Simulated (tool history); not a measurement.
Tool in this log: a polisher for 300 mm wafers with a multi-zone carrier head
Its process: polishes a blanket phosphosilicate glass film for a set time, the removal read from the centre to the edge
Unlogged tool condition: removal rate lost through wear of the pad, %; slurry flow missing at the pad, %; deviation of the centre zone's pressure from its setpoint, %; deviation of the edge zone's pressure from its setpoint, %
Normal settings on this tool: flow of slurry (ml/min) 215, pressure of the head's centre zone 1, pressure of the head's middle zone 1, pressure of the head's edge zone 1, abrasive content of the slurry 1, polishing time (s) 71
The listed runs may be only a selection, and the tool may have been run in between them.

| run | hour | flow of slurry (ml/min) | pressure of the head's centre zone | pressure of the head's middle zone | pressure of the head's edge zone | abrasive content of the slurry | polishing time (s) | wafers since the last listed run | wafers polished on this pad | hours since the slurry nozzle was cleaned | hours since the centre zone pressure was calibrated | hours since the edge zone pressure was calibrated | hours since the carrier head's membrane was replaced | incoming thickness of the incoming film, nm | film removed at the wafer's centre (Å) | film removed at mid-radius (Å) | film removed at the wafer's edge (Å) |
|---|---|---|---|---|---|---|---|---|---|---|---|---|---|---|---|---|---|
| 1 | 0 | 215 | 1 | 1 | 1 | 1 | 71 | 0 | 563 | 208.3 | 849.3 | 975 | 574.9 | 1984.9 | 3651 | 3563 | 3512 |
|  | 14.4 | worn pad replaced by a new one |
| 2 | 14.9 | 215 | 1 | 1 | 1 | 1 | 58 | 142 | 6 | 223.2 | 864.2 | 989.9 | 589.8 | 1952.6 | 3076 | 3002 | 2982 |
| 3 | 21.3 | 215 | 1 | 1 | 1 | 1 | 58 | 83 | 89 | 229.6 | 870.6 | 996.3 | 596.2 | 1977.9 | 3111 | 3014 | 2971 |
| 4 | 29.2 | 215 | 1 | 1 | 1 | 1 | 58 | 102 | 192 | 237.5 | 878.5 | 1004.2 | 604.1 | 1969.7 | 3057 | 3033 | 2919 |
| 5 | 36.3 | 215 | 1 | 1 | 1 | 1 | 71 | 92 | 284 | 244.6 | 885.6 | 1011.3 | 611.2 | 1967.2 | 3738 | 3670 | 3542 |
| 6 | 45.7 | 215 | 1 | 1 | 1 | 1 | 71 | 122 | 407 | 254 | 895 | 1020.7 | 620.6 | 1967.9 | 3654 | 3654 | 3480 |
| 7 | 61.5 | 215 | 1 | 1 | 1 | 1 | 71 | 205 | 613 | 269.8 | 910.8 | 1036.5 | 636.4 | 1934.8 | 3619 | 3567 | 3463 |
|  | 70.4 | worn pad replaced by a new one |
| 8 | 70.9 | 215 | 1 | 0.97 | 1 | 1 | 71 | 70 | 6 | 279.2 | 920.2 | 1045.9 | 645.8 | 1989.6 | 3764 | 3548 | 3564 |
| 9 | 82.4 | 215 | 1 | 0.97 | 1 | 1 | 71 | 149 | 156 | 290.7 | 931.7 | 1057.4 | 657.3 | 1959.8 | 3768 | 3582 | 3661 |
| 10 | 89.3 | 215 | 0.94 | 0.91 | 1 | 1.25 | 71 | 89 | 246 | 297.6 | 938.6 | 1064.3 | 664.2 | 1952 | 3949 | 3714 | 3940 |
| 11 | 104.1 | 215 | 1 | 1.11 | 1 | 1 | 55 | 192 | 439 | 312.4 | 953.4 | 1079.1 | 679 | 1978.2 | 2873 | 3047 | 2699 |
| 12 | 117.6 | 175 | 1 | 1 | 1.1 | 1 | 71 | 175 | 615 | 325.9 | 966.9 | 1092.6 | 692.5 | 1988.2 | 3529 | 3555 | 3608 |
|  | 122.8 | edge zone pressure recalibrated |
|  | 131.6 | worn pad replaced by a new one |
| 13 | 133.6 | 215 | 1 | 1.03 | 1 | 1 | 57 | 130 | 26 | 341.9 | 982.9 | 10.8 | 708.5 | 1977.6 | 2879 | 2980 | 2831 |
|  | 137.1 | centre zone pressure recalibrated |
| 14 | 146.5 | 215 | 1 | 1 | 1 | 1 | 80 | 142 | 168 | 354.8 | 9.4 | 23.7 | 721.4 | 1955.8 | 4176 | 4092 | 4006 |
|  | 180.9 | slurry nozzle cleaned |
| 15 | 186.1 | 215 | 0.94 | 1.08 | 0.93 | 1 | 71 | 502 | 671 | 5.2 | 49 | 63.3 | 761 | 1935.4 | 3360 | 3697 | 3249 |
|  | 191.9 | worn pad replaced by a new one |
| 16 | 192.8 | 215 | 1 | 0.92 | 1 | 1 | 71 | 35 | 11 | 11.9 | 55.7 | 70 | 767.7 | 1975.5 | 3594 | 3416 | 3520 |
|  | 203.9 | carrier head's membrane replaced by a new one |
| 17 | 241.1 | 175 | 1 | 1 | 1.1 | 1 | 71 | 564 | 575 | 60.2 | 104 | 118.3 | 37.2 | 1939.2 | 3527 | 3423 | 3547 |
|  | 246.1 | worn pad replaced by a new one |
| 18 | 257.4 | 215 | 1 | 1 | 1 | 1 | 58 | 160 | 147 | 76.5 | 120.3 | 134.6 | 53.5 | 1984.5 | 3026 | 2982 | 2915 |
| 19 | 274.8 | 215 | 1 | 1 | 0.96 | 1.2 | 71 | 226 | 374 | 93.9 | 137.7 | 152 | 70.9 | 1986.2 | 3885 | 4009 | 3693 |

Consider 3 possible next runs. They are alternatives, not a sequence: every one starts from the tool as it was left by run 19. What does each give?
| A | 275.2 | 215 | 1 | 1 | 1 | 1 | 71 | 5 | 379 | 94.3 | 138.1 | 152.4 | 71.3 | 1972.2 | ? | ? | ? |
| B | 275.2 | 215 | 1 | 1 | 1 | 1.1 | 82 | 5 | 379 | 94.3 | 138.1 | 152.4 | 71.3 | 1972.2 | ? | ? | ? |
| C | 275.2 | 235 | 1 | 1 | 0.96 | 1 | 71 | 5 | 379 | 94.3 | 138.1 | 152.4 | 71.3 | 1972.2 | ? | ? | ? |

| run | film removed at the wafer's centre (Å) | film removed at mid-radius (Å) | film removed at the wafer's edge (Å) |
|---|---|---|---|
| A | 3734 | 3630 | 3510 |
| B | 4512 | 4386 | 4242 |
| C | 3764 | 3656 | 3461 |
The same runs, with their run-to-run variation unchanged, on a tool lacking any hidden condition would have given:
| run | film removed at the wafer's centre (Å) | film removed at mid-radius (Å) | film removed at the wafer's edge (Å) |
|---|---|---|---|
| A | 3818 | 3712 | 3590 |
| B | 4613 | 4485 | 4337 |
| C | 3848 | 3738 | 3539 |

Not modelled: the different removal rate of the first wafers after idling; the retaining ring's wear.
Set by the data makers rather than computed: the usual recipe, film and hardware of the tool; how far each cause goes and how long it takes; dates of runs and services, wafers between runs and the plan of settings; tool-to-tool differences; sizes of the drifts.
